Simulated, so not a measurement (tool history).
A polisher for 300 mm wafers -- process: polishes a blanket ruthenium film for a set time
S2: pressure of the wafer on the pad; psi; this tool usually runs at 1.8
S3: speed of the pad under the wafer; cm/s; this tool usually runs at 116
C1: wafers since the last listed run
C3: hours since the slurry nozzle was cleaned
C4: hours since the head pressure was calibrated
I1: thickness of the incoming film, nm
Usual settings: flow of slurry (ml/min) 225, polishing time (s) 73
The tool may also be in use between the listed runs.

{"run": 1, "hour": 0.0, "flow of slurry (ml/min)": 225, "S2": 1.8, "S3": 116, "polishing time (s)": 73, "C1": 0, "wafers polished on this pad": 601, "C3": 135.6, "C4": 1304.1, "I1": 253.2, "film removed (Å)": 835}
{"run": 2, "hour": 15.2, "flow of slurry (ml/min)": 225, "S2": 1.8, "S3": 116, "polishing time (s)": 73, "C1": 190, "wafers polished on this pad": 792, "C3": 150.8, "C4": 1319.3, "I1": 245.7, "film removed (Å)": 815}
{"hour": 27.1, "done": "worn pad replaced by a new one"}
{"run": 3, "hour": 29.0, "flow of slurry (ml/min)": 225, "S2": 1.8, "S3": 116, "polishing time (s)": 73, "C1": 122, "wafers polished on this pad": 24, "C3": 164.6, "C4": 1333.1, "I1": 251, "film removed (Å)": 825}
{"run": 4, "hour": 35.2, "flow of slurry (ml/min)": 225, "S2": 1.8, "S3": 116, "polishing time (s)": 73, "C1": 77, "wafers polished on this pad": 102, "C3": 170.8, "C4": 1339.3, "I1": 254.8, "film removed (Å)": 818}
{"run": 5, "hour": 42.9, "flow of slurry (ml/min)": 225, "S2": 1.8, "S3": 116, "polishing time (s)": 60, "C1": 96, "wafers polished on this pad": 198, "C3": 178.5, "C4": 1347, "I1": 250, "film removed (Å)": 664}
{"run": 6, "hour": 54.9, "flow of slurry (ml/min)": 225, "S2": 1.8, "S3": 116, "polishing time (s)": 60, "C1": 150, "wafers polished on this pad": 349, "C3": 190.5, "C4": 1359, "I1": 246.8, "film removed (Å)": 675}
{"run": 7, "hour": 62.8, "flow of slurry (ml/min)": 225, "S2": 1.8, "S3": 116, "polishing time (s)": 60, "C1": 99, "wafers polished on this pad": 448, "C3": 198.4, "C4": 1366.9, "I1": 247.8, "film removed (Å)": 667}
{"run": 8, "hour": 73.3, "flow of slurry (ml/min)": 225, "S2": 1.8, "S3": 116, "polishing time (s)": 73, "C1": 131, "wafers polished on this pad": 580, "C3": 208.9, "C4": 1377.4, "I1": 250.7, "film removed (Å)": 819}
{"run": 9, "hour": 90.6, "flow of slurry (ml/min)": 225, "S2": 1.8, "S3": 116, "polishing time (s)": 73, "C1": 217, "wafers polished on this pad": 797, "C3": 226.2, "C4": 1394.7, "I1": 249, "film removed (Å)": 799}
{"hour": 104.1, "done": "worn pad replaced by a new one"}
{"run": 10, "hour": 105.4, "flow of slurry (ml/min)": 225, "S2": 1.8, "S3": 116, "polishing time (s)": 73, "C1": 135, "wafers polished on this pad": 16, "C3": 241, "C4": 1409.5, "I1": 248.8, "film removed (Å)": 794}
{"run": 11, "hour": 123.3, "flow of slurry (ml/min)": 225, "S2": 1.8, "S3": 116, "polishing time (s)": 73, "C1": 224, "wafers polished on this pad": 240, "C3": 258.9, "C4": 1427.4, "I1": 250, "film removed (Å)": 775}
{"run": 12, "hour": 139.0, "flow of slurry (ml/min)": 225, "S2": 1.8, "S3": 116, "polishing time (s)": 73, "C1": 197, "wafers polished on this pad": 437, "C3": 274.6, "C4": 1443.1, "I1": 251.7, "film removed (Å)": 791}
{"run": 13, "hour": 147.7, "flow of slurry (ml/min)": 225, "S2": 1.8, "S3": 116, "polishing time (s)": 73, "C1": 109, "wafers polished on this pad": 547, "C3": 283.3, "C4": 1451.8, "I1": 246.6, "film removed (Å)": 781}
{"run": 14, "hour": 154.7, "flow of slurry (ml/min)": 225, "S2": 1.8, "S3": 116, "polishing time (s)": 73, "C1": 87, "wafers polished on this pad": 634, "C3": 290.3, "C4": 1458.8, "I1": 253.7, "film removed (Å)": 784}
{"run": 15, "hour": 172.1, "flow of slurry (ml/min)": 225, "S2": 1.8, "S3": 116, "polishing time (s)": 73, "C1": 218, "wafers polished on this pad": 853, "C3": 307.7, "C4": 1476.2, "I1": 249.3, "film removed (Å)": 763}
{"hour": 178.5, "done": "worn pad replaced by a new one"}
{"run": 16, "hour": 181.2, "flow of slurry (ml/min)": 225, "S2": 1.8, "S3": 116, "polishing time (s)": 73, "C1": 64, "wafers polished on this pad": 33, "C3": 316.8, "C4": 1485.3, "I1": 250, "film removed (Å)": 756}
{"hour": 183.9, "done": "slurry nozzle cleaned"}
{"run": 17, "hour": 188.7, "flow of slurry (ml/min)": 225, "S2": 1.6, "S3": 132, "polishing time (s)": 53, "C1": 81, "wafers polished on this pad": 115, "C3": 4.8, "C4": 1492.8, "I1": 252.5, "film removed (Å)": 585}
{"run": 18, "hour": 209.3, "flow of slurry (ml/min)": 270, "S2": 1.8, "S3": 116, "polishing time (s)": 73, "C1": 258, "wafers polished on this pad": 373, "C3": 25.4, "C4": 1513.4, "I1": 254, "film removed (Å)": 823}
{"run": 19, "hour": 217.8, "flow of slurry (ml/min)": 225, "S2": 1.8, "S3": 116, "polishing time (s)": 73, "C1": 106, "wafers polished on this pad": 480, "C3": 33.9, "C4": 1521.9, "I1": 250.5, "film removed (Å)": 812}
{"run": 20, "hour": 230.5, "flow of slurry (ml/min)": 225, "S2": 2.3, "S3": 92, "polishing time (s)": 60, "C1": 159, "wafers polished on this pad": 639, "C3": 46.6, "C4": 1534.6, "I1": 251.7, "film removed (Å)": 743}
{"run": 21, "hour": 242.9, "flow of slurry (ml/min)": 225, "S2": 1.8, "S3": 116, "polishing time (s)": 73, "C1": 155, "wafers polished on this pad": 795, "C3": 59, "C4": 1547, "I1": 245.4, "film removed (Å)": 819}
{"hour": 253.2, "done": "worn pad replaced by a new one"}
{"run": 22, "hour": 253.7, "flow of slurry (ml/min)": 225, "S2": 1.5, "S3": 128, "polishing time (s)": 73, "C1": 85, "wafers polished on this pad": 6, "C3": 69.8, "C4": 1557.8, "I1": 250, "film removed (Å)": 719}
{"run": 23, "hour": 257.3, "flow of slurry (ml/min)": 225, "S2": 1.8, "S3": 134, "polishing time (s)": 73, "C1": 45, "wafers polished on this pad": 51, "C3": 73.4, "C4": 1561.4, "I1": 251.4, "film removed (Å)": 881}
{"run": 24, "hour": 270.4, "flow of slurry (ml/min)": 225, "S2": 1.8, "S3": 98, "polishing time (s)": 81, "C1": 164, "wafers polished on this pad": 216, "C3": 86.5, "C4": 1574.5, "I1": 248.1, "film removed (Å)": 820}
{"run": 25, "hour": 282.5, "flow of slurry (ml/min)": 300, "S2": 2.3, "S3": 116, "polishing time (s)": 73, "C1": 151, "wafers polished on this pad": 368, "C3": 98.6, "C4": 1586.6, "I1": 248.7, "film removed (Å)": 1060}
{"hour": 296.5, "done": "head pressure recalibrated"}
{"run": 26, "hour": 298.5, "flow of slurry (ml/min)": 225, "S2": 1.8, "S3": 116, "polishing time (s)": 73, "C1": 175, "wafers polished on this pad": 543, "C3": 114.6, "C4": 2, "I1": 247.3, "film removed (Å)": 942}
{"run": 27, "hour": 315.7, "flow of slurry (ml/min)": 225, "S2": 2.3, "S3": 116, "polishing time (s)": 73, "C1": 215, "wafers polished on this pad": 759, "C3": 131.8, "C4": 19.2, "I1": 250.6, "film removed (Å)": 1209}
{"hour": 329.7, "done": "worn pad replaced by a new one"}
{"run": 28, "hour": 332.6, "flow of slurry (ml/min)": 150, "S2": 1.8, "S3": 116, "polishing time (s)": 73, "C1": 161, "wafers polished on this pad": 36, "C3": 148.7, "C4": 36.1, "I1": 250.3, "film removed (Å)": 870}
{"run": 29, "hour": 347.3, "flow of slurry (ml/min)": 225, "S2": 1.8, "S3": 116, "polishing time (s)": 73, "C1": 184, "wafers polished on this pad": 221, "C3": 163.4, "C4": 50.8, "I1": 248.9, "film removed (Å)": 914}
{"run": 30, "hour": 358.3, "flow of slurry (ml/min)": 225, "S2": 1.8, "S3": 116, "polishing time (s)": 73, "C1": 138, "wafers polished on this pad": 359, "C3": 174.4, "C4": 61.8, "I1": 249.8, "film removed (Å)": 927}
{"run": 31, "hour": 371.8, "flow of slurry (ml/min)": 185, "S2": 1.6, "S3": 80, "polishing time (s)": 73, "C1": 169, "wafers polished on this pad": 528, "C3": 187.9, "C4": 75.3, "I1": 249.9, "film removed (Å)": 641}
{"run": 32, "hour": 387.0, "flow of slurry (ml/min)": 225, "S2": 1.8, "S3": 116, "polishing time (s)": 73, "C1": 190, "wafers polished on this pad": 719, "C3": 203.1, "C4": 90.5, "I1": 251.4, "film removed (Å)": 914}

For each entry between runs, how does the tool's hidden state at the last listed run before it compare with that at the first listed run after it?
In the gap between runs 2 and 3: worn pad replaced by a new one (hour 27.1)
  slurry flow missing at the pad, %: 11 -> 12.8; deviation of the head's pressure from its setpoint, %: -12.4 -> -12.6
  measured minus no-state result, film removed (Å): -130 -> -135
In the gap between runs 9 and 10: worn pad replaced by a new one (hour 104.1)
  slurry flow missing at the pad, %: 22.7 -> 25.5; deviation of the head's pressure from its setpoint, %: -13.1 -> -13.2
  measured minus no-state result, film removed (Å): -154 -> -160
In the gap between runs 15 and 16: worn pad replaced by a new one (hour 178.5)
  slurry flow missing at the pad, %: 40.6 -> 42.9
  measured minus no-state result, film removed (Å): -197 -> -204
In the gap between runs 16 and 17: slurry nozzle cleaned (hour 183.9)
  slurry flow missing at the pad, %: 42.9 -> 3.2; deviation of the head's pressure from its setpoint, %: -13.8 -> -13.9
  measured minus no-state result, film removed (Å): -204 -> -97
In the gap between runs 21 and 22: worn pad replaced by a new one (hour 253.2)
  slurry flow missing at the pad, %: 4.62 -> 5.19; deviation of the head's pressure from its setpoint, %: -14.4 -> -14.5
  measured minus no-state result, film removed (Å): -143 -> -127
In the gap between runs 25 and 26: head pressure recalibrated (hour 296.5)
  slurry flow missing at the pad, %: 7.18 -> 8.59; deviation of the head's pressure from its setpoint, %: -14.7 -> -0.369
  measured minus no-state result, film removed (Å): -191 -> -14
In the gap between runs 27 and 28: worn pad replaced by a new one (hour 329.7)
  slurry flow missing at the pad, %: 10.3 -> 12.3; deviation of the head's pressure from its setpoint, %: -0.514 -> -0.656
  measured minus no-state result, film removed (Å): -23 -> -27

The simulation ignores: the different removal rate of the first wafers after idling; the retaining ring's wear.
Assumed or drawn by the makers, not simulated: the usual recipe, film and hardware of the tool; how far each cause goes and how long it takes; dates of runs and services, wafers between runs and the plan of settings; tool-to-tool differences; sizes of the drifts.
